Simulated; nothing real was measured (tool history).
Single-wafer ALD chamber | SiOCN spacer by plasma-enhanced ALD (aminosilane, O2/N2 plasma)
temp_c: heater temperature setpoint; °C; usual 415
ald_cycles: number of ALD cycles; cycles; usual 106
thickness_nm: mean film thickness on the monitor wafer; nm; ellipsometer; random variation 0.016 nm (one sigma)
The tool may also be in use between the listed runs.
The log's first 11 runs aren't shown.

run	hour	temp_c	ald_cycles	wafers since the last listed run	hours since the last thermocouple change	hours since the gauge calibration	read-back reference wafer on the same gauge, thickness_nm	thickness_nm
12	1108.1	415	89	236	100.7	3801.4	6.703	5.2
13	1153	409	110	107	145.6	3846.3	6.698	6.602
14	1245.6	415	115	221	238.2	3938.9	6.703	6.746
15	1339.9	415	121	225	332.5	4033.2	6.7	7.118
16	1432.2	415	121	220	424.8	4125.5	6.696	7.158
17	1521.3	415	106	213	513.9	4214.6	6.705	6.269
18	1596.8	415	106	180	589.4	4290.1	6.705	6.277
19	1695.6	415	89	236	688.2	4388.9	6.701	5.245
# hour 1780.9: gauge calibrated
20	1799.6	415	106	248	792.2	18.7	6.698	6.271
21	1877.2	421	124	185	869.8	96.3	6.704	7.18

Run 22 comes next. What will it give?
22	1961.7	415	106	202	954.3	180.8	?	?

read-back reference wafer on the same gauge, thickness_nm: 6.696
thickness_nm: 6.244 nm
Without the tool's hidden state the same run would have given thickness_nm 6.132 nm.

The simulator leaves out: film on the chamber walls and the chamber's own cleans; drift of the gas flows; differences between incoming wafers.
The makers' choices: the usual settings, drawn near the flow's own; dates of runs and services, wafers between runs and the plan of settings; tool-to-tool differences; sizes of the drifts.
